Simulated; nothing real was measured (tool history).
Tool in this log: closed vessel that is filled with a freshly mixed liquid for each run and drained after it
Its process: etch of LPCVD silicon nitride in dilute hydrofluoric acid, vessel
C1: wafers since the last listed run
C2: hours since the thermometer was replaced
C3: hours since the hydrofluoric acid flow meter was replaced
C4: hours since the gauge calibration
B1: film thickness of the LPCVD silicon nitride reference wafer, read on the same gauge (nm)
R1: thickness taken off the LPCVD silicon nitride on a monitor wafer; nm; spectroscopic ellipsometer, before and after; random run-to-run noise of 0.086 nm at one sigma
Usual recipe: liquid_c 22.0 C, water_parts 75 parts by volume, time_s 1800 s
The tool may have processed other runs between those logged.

run 1 day=0.000 | liquid_c=22.0 water_parts=75 time_s=1800 | C1=0 C2=1710.4 C3=515.9 C4=54.2 | B1=89.99 | R1=8.70
run 2 day=2.962 | liquid_c=22.0 water_parts=75 time_s=1800 | C1=2805 C2=1781.5 C3=587.0 C4=125.3 | B1=90.03 | R1=8.95
-- day=6.688 hydrofluoric acid flow meter replaced
run 3 day=7.112 | liquid_c=22.0 water_parts=75 time_s=1800 | C1=3890 C2=1881.1 C3=10.2 C4=224.9 | B1=90.02 | R1=8.65
run 4 day=9.771 | liquid_c=22.0 water_parts=75 time_s=1800 | C1=2517 C2=1944.9 C3=74.0 C4=288.7 | B1=90.01 | R1=8.71
run 5 day=12.950 | liquid_c=22.0 water_parts=90 time_s=1800 | C1=3010 C2=2021.2 C3=150.3 C4=365.0 | B1=90.00 | R1=7.44
run 6 day=15.167 | liquid_c=23.5 water_parts=75 time_s=1800 | C1=2099 C2=2074.4 C3=203.5 C4=418.2 | B1=89.99 | R1=9.65
run 7 day=18.171 | liquid_c=22.0 water_parts=60 time_s=1800 | C1=2845 C2=2146.5 C3=275.6 C4=490.3 | B1=89.97 | R1=10.56
run 8 day=20.429 | liquid_c=22.0 water_parts=60 time_s=1800 | C1=2138 C2=2200.7 C3=329.8 C4=544.5 | B1=89.99 | R1=10.70
run 9 day=22.846 | liquid_c=22.0 water_parts=75 time_s=1800 | C1=2288 C2=2258.7 C3=387.8 C4=602.5 | B1=90.02 | R1=8.52
run 10 day=24.475 | liquid_c=26.0 water_parts=75 time_s=1800 | C1=1542 C2=2297.8 C3=426.9 C4=641.6 | B1=90.02 | R1=11.42
run 11 day=26.158 | liquid_c=20.0 water_parts=75 time_s=1800 | C1=1594 C2=2338.2 C3=467.3 C4=682.0 | B1=89.94 | R1=7.40
-- day=26.771 thermometer replaced
run 12 day=29.867 | liquid_c=22.0 water_parts=75 time_s=1800 | C1=3472 C2=74.3 C3=556.3 C4=771.0 | B1=89.98 | R1=9.50
run 13 day=31.392 | liquid_c=24.0 water_parts=90 time_s=2320 | C1=1444 C2=110.9 C3=592.9 C4=807.6 | B1=89.97 | R1=11.86
run 14 day=33.517 | liquid_c=22.0 water_parts=75 time_s=2410 | C1=2012 C2=161.9 C3=643.9 C4=858.6 | B1=89.97 | R1=12.84
-- day=34.517 hydrofluoric acid flow meter replaced
run 15 day=36.342 | liquid_c=20.5 water_parts=55 time_s=2615 | C1=2636 C2=229.7 C3=43.8 C4=926.4 | B1=90.01 | R1=16.89
run 16 day=39.112 | liquid_c=22.0 water_parts=45 time_s=2140 | C1=2624 C2=296.2 C3=110.3 C4=992.9 | B1=90.04 | R1=18.47
run 17 day=43.121 | liquid_c=17.5 water_parts=50 time_s=2170 | C1=3796 C2=392.4 C3=206.5 C4=1089.1 | B1=89.98 | R1=12.23
run 18 day=44.988 | liquid_c=22.0 water_parts=75 time_s=1800 | C1=1767 C2=437.2 C3=251.3 C4=1133.9 | B1=89.94 | R1=9.34
run 19 day=47.758 | liquid_c=17.0 water_parts=60 time_s=2105 | C1=2624 C2=503.7 C3=317.8 C4=1200.4 | B1=90.00 | R1=9.63

Estimate the outcome of run 20 from the log above:
run 20 day=49.925 | liquid_c=22.0 water_parts=75 time_s=1800 | C1=2051 C2=555.7 C3=369.8 C4=1252.4 | B1=? | R1=?

Logged for run 20: B1 89.97, R1 9.32 nm.
Were there no unlogged condition in the tool, this run, its random variation unchanged, would have produced R1 9.70 nm.

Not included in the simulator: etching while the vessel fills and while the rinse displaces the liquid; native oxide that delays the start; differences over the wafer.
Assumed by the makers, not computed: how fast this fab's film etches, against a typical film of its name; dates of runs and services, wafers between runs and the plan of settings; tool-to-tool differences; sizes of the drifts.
